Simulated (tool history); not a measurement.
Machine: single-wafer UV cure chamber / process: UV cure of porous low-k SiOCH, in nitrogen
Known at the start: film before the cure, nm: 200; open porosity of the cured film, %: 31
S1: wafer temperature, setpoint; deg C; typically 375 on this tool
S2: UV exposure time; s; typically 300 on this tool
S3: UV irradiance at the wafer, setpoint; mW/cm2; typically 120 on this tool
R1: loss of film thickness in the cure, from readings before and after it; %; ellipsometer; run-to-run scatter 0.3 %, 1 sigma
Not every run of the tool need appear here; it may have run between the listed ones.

run	day	S1	S2	S3	R1
1	0.000	375	300	120	18.626
2	1.488	363	300	120	18.334
3	4.029	363	300	120	17.556
4	12.638	363	300	120	18.458
# day 14.796: quartz window cleaned
5	15.312	375	300	120	18.694
6	16.362	375	300	120	18.352
7	25.171	375	300	120	18.848
8	26.904	375	300	120	18.617
# day 27.304: UV bulbs replaced
9	28.317	375	360	120	19.489
# day 29.158: quartz window cleaned
10	30.038	375	360	120	19.712
11	31.875	369	300	120	18.039
12	33.917	375	300	120	18.561
13	35.854	375	300	120	18.742
14	36.879	375	300	154	20.392
15	38.662	381	300	84	16.211
16	41.367	360	475	156	22.887
17	42.521	381	300	120	18.797
18	45.462	375	300	120	18.725
# day 46.262: quartz window cleaned
19	47.246	366	165	109	14.399
20	49.654	375	300	120	18.811
21	51.588	355	125	137	13.793
22	52.717	383	430	142	22.342
23	54.533	375	300	120	18.496

The tool's hidden state at each run:
lamp output below its setpoint, %: 0 on each run
transmission lost against a clean window, %: 0 on each run
